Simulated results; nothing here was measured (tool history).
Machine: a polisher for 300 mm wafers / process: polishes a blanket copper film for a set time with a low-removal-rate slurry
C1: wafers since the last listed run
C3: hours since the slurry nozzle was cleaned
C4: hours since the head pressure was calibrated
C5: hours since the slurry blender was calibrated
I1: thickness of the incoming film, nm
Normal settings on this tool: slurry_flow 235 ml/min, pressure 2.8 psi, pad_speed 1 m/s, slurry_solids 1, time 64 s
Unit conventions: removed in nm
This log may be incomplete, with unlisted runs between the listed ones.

{"run": 1, "day": 0.0, "slurry_flow": 235, "pressure": 2.8, "pad_speed": 0.82, "slurry_solids": 1, "time": 64, "C1": 0, "wafers polished on this pad": 750, "C3": 77.8, "C4": 1052.2, "C5": 129, "I1": 1118, "removed": 141.7}
{"run": 2, "day": 0.542, "slurry_flow": 235, "pressure": 2.8, "pad_speed": 1, "slurry_solids": 1, "time": 64, "C1": 148, "wafers polished on this pad": 899, "C3": 90.8, "C4": 1065.2, "C5": 142, "I1": 1096.3, "removed": 168.6}
{"run": 3, "day": 1.162, "slurry_flow": 235, "pressure": 2.8, "pad_speed": 0.84, "slurry_solids": 1, "time": 64, "C1": 170, "wafers polished on this pad": 1070, "C3": 105.7, "C4": 1080.1, "C5": 156.9, "I1": 1127.8, "removed": 142.4}
{"run": 4, "day": 1.462, "slurry_flow": 235, "pressure": 2.8, "pad_speed": 0.84, "slurry_solids": 1, "time": 64, "C1": 82, "wafers polished on this pad": 1152, "C3": 112.9, "C4": 1087.3, "C5": 164.1, "I1": 1124.8, "removed": 143}
{"day": 1.7, "done": "worn pad replaced by a new one"}
{"run": 5, "day": 2.525, "slurry_flow": 235, "pressure": 2.8, "pad_speed": 1, "slurry_solids": 1, "time": 64, "C1": 246, "wafers polished on this pad": 226, "C3": 138.4, "C4": 1112.8, "C5": 189.6, "I1": 1116.3, "removed": 167.1}
{"run": 6, "day": 2.921, "slurry_flow": 235, "pressure": 2.8, "pad_speed": 1, "slurry_solids": 1, "time": 64, "C1": 108, "wafers polished on this pad": 335, "C3": 147.9, "C4": 1122.3, "C5": 199.1, "I1": 1121.4, "removed": 171.4}
{"run": 7, "day": 3.279, "slurry_flow": 235, "pressure": 2.8, "pad_speed": 1, "slurry_solids": 1, "time": 64, "C1": 98, "wafers polished on this pad": 433, "C3": 156.5, "C4": 1130.9, "C5": 207.7, "I1": 1136, "removed": 167.5}
{"run": 8, "day": 3.667, "slurry_flow": 235, "pressure": 3.5, "pad_speed": 1, "slurry_solids": 1, "time": 64, "C1": 106, "wafers polished on this pad": 540, "C3": 165.8, "C4": 1140.2, "C5": 217, "I1": 1108.4, "removed": 209.8}
{"run": 9, "day": 4.154, "slurry_flow": 235, "pressure": 2.8, "pad_speed": 1, "slurry_solids": 1, "time": 73, "C1": 133, "wafers polished on this pad": 674, "C3": 177.5, "C4": 1151.9, "C5": 228.7, "I1": 1124, "removed": 190.1}
{"day": 4.542, "done": "head pressure recalibrated"}
{"run": 10, "day": 4.562, "slurry_flow": 235, "pressure": 2.8, "pad_speed": 1, "slurry_solids": 1, "time": 64, "C1": 89, "wafers polished on this pad": 763, "C3": 187.3, "C4": 0.5, "C5": 238.5, "I1": 1118.6, "removed": 164.8}
{"run": 11, "day": 4.942, "slurry_flow": 235, "pressure": 2.8, "pad_speed": 1, "slurry_solids": 1, "time": 64, "C1": 104, "wafers polished on this pad": 867, "C3": 196.4, "C4": 9.6, "C5": 247.6, "I1": 1115, "removed": 162.3}
{"run": 12, "day": 5.2, "slurry_flow": 235, "pressure": 2.8, "pad_speed": 1, "slurry_solids": 1, "time": 64, "C1": 70, "wafers polished on this pad": 938, "C3": 202.6, "C4": 15.8, "C5": 253.8, "I1": 1129.1, "removed": 165.5}
{"day": 5.417, "done": "worn pad replaced by a new one, of another model than before"}
{"run": 13, "day": 5.604, "slurry_flow": 235, "pressure": 2.8, "pad_speed": 1, "slurry_solids": 1, "time": 64, "C1": 65, "wafers polished on this pad": 51, "C3": 212.3, "C4": 25.5, "C5": 263.5, "I1": 1110.7, "removed": 166.6}
{"day": 5.875, "done": "slurry blender recalibrated"}
{"day": 5.975, "done": "slurry nozzle cleaned"}
{"run": 14, "day": 6.075, "slurry_flow": 235, "pressure": 2.8, "pad_speed": 1, "slurry_solids": 1, "time": 52, "C1": 95, "wafers polished on this pad": 146, "C3": 2.4, "C4": 36.8, "C5": 4.8, "I1": 1106.8, "removed": 140.6}
{"run": 15, "day": 6.479, "slurry_flow": 235, "pressure": 2.8, "pad_speed": 1, "slurry_solids": 1, "time": 52, "C1": 111, "wafers polished on this pad": 257, "C3": 12.1, "C4": 46.5, "C5": 14.5, "I1": 1131.4, "removed": 139.8}
{"run": 16, "day": 6.808, "slurry_flow": 235, "pressure": 2.8, "pad_speed": 1.1, "slurry_solids": 0.8, "time": 64, "C1": 90, "wafers polished on this pad": 348, "C3": 20, "C4": 54.4, "C5": 22.4, "I1": 1137.4, "removed": 174.4}
{"run": 17, "day": 7.212, "slurry_flow": 190, "pressure": 2.8, "pad_speed": 1, "slurry_solids": 0.85, "time": 64, "C1": 111, "wafers polished on this pad": 459, "C3": 29.7, "C4": 64.1, "C5": 32.1, "I1": 1123.3, "removed": 161.7}
{"run": 18, "day": 7.742, "slurry_flow": 270, "pressure": 2.5, "pad_speed": 1.18, "slurry_solids": 1.2, "time": 64, "C1": 145, "wafers polished on this pad": 604, "C3": 42.4, "C4": 76.8, "C5": 44.8, "I1": 1141.7, "removed": 192.5}
{"run": 19, "day": 8.242, "slurry_flow": 235, "pressure": 2.8, "pad_speed": 0.7, "slurry_solids": 1, "time": 64, "C1": 137, "wafers polished on this pad": 742, "C3": 54.4, "C4": 88.8, "C5": 56.8, "I1": 1121.2, "removed": 133.9}
{"run": 20, "day": 8.704, "slurry_flow": 235, "pressure": 2.8, "pad_speed": 1, "slurry_solids": 1, "time": 64, "C1": 127, "wafers polished on this pad": 869, "C3": 65.5, "C4": 99.9, "C5": 67.9, "I1": 1106.5, "removed": 171.4}
{"run": 21, "day": 9.038, "slurry_flow": 195, "pressure": 3.8, "pad_speed": 1, "slurry_solids": 0.9, "time": 64, "C1": 91, "wafers polished on this pad": 960, "C3": 73.5, "C4": 107.9, "C5": 75.9, "I1": 1132.8, "removed": 197.7}
{"day": 9.421, "done": "worn pad replaced by a new one"}
{"run": 22, "day": 9.442, "slurry_flow": 235, "pressure": 2.8, "pad_speed": 1, "slurry_solids": 1, "time": 64, "C1": 65, "wafers polished on this pad": 5, "C3": 83.2, "C4": 117.6, "C5": 85.6, "I1": 1102.2, "removed": 170.2}
{"run": 23, "day": 10.0, "slurry_flow": 165, "pressure": 2.8, "pad_speed": 1, "slurry_solids": 1, "time": 83, "C1": 153, "wafers polished on this pad": 159, "C3": 96.6, "C4": 131, "C5": 99, "I1": 1125.1, "removed": 211.1}
{"run": 24, "day": 10.658, "slurry_flow": 235, "pressure": 2.2, "pad_speed": 1.28, "slurry_solids": 0.7, "time": 53, "C1": 180, "wafers polished on this pad": 339, "C3": 112.4, "C4": 146.8, "C5": 114.8, "I1": 1101, "removed": 134.5}
{"run": 25, "day": 11.312, "slurry_flow": 235, "pressure": 2.8, "pad_speed": 1, "slurry_solids": 1, "time": 64, "C1": 179, "wafers polished on this pad": 519, "C3": 128.1, "C4": 162.5, "C5": 130.5, "I1": 1111.5, "removed": 169.9}
{"run": 26, "day": 11.758, "slurry_flow": 305, "pressure": 2.8, "pad_speed": 1, "slurry_solids": 1.15, "time": 64, "C1": 122, "wafers polished on this pad": 642, "C3": 138.8, "C4": 173.2, "C5": 141.2, "I1": 1124.3, "removed": 179.8}
{"run": 27, "day": 12.379, "slurry_flow": 300, "pressure": 2.2, "pad_speed": 1, "slurry_solids": 1, "time": 74, "C1": 170, "wafers polished on this pad": 812, "C3": 153.7, "C4": 188.1, "C5": 156.1, "I1": 1113.9, "removed": 176.1}
{"run": 28, "day": 12.742, "slurry_flow": 235, "pressure": 2.8, "pad_speed": 1.22, "slurry_solids": 1.2, "time": 64, "C1": 99, "wafers polished on this pad": 912, "C3": 162.4, "C4": 196.8, "C5": 164.8, "I1": 1116.7, "removed": 206.9}
{"day": 13.158, "done": "worn pad replaced by a new one"}
{"run": 29, "day": 13.179, "slurry_flow": 300, "pressure": 2.8, "pad_speed": 1, "slurry_solids": 1, "time": 58, "C1": 74, "wafers polished on this pad": 5, "C3": 172.9, "C4": 207.3, "C5": 175.3, "I1": 1122.1, "removed": 157}
{"run": 30, "day": 13.262, "slurry_flow": 235, "pressure": 2.8, "pad_speed": 1, "slurry_solids": 1, "time": 64, "C1": 22, "wafers polished on this pad": 28, "C3": 174.9, "C4": 209.3, "C5": 177.3, "I1": 1124.1, "removed": 165.9}
{"run": 31, "day": 14.329, "slurry_flow": 235, "pressure": 1.8, "pad_speed": 1, "slurry_solids": 1, "time": 64, "C1": 293, "wafers polished on this pad": 321, "C3": 200.5, "C4": 234.9, "C5": 202.9, "I1": 1133, "removed": 128.4}

Branching from run 31: 3 alternative next runs. What would each branch give?
{"run": "A", "day": 14.346, "slurry_flow": 235, "pressure": 2.8, "pad_speed": 1, "slurry_solids": 1, "time": 64, "C1": 4, "wafers polished on this pad": 325, "C3": 200.9, "C4": 235.3, "C5": 203.3, "I1": 1128.2, "removed": "?"}
{"run": "B", "day": 14.346, "slurry_flow": 235, "pressure": 2.8, "pad_speed": 1, "slurry_solids": 1.1, "time": 64, "C1": 4, "wafers polished on this pad": 325, "C3": 200.9, "C4": 235.3, "C5": 203.3, "I1": 1128.2, "removed": "?"}
{"run": "C", "day": 14.346, "slurry_flow": 235, "pressure": 2.8, "pad_speed": 1, "slurry_solids": 1, "time": 76, "C1": 4, "wafers polished on this pad": 325, "C3": 200.9, "C4": 235.3, "C5": 203.3, "I1": 1128.2, "removed": "?"}

run=A removed=165.3
run=B removed=169.3
run=C removed=196.3
The same runs, with their run-to-run variation unchanged, on a tool lacking any hidden condition would have given:
run=A removed=170.3
run=B removed=174.5
run=C removed=202.3

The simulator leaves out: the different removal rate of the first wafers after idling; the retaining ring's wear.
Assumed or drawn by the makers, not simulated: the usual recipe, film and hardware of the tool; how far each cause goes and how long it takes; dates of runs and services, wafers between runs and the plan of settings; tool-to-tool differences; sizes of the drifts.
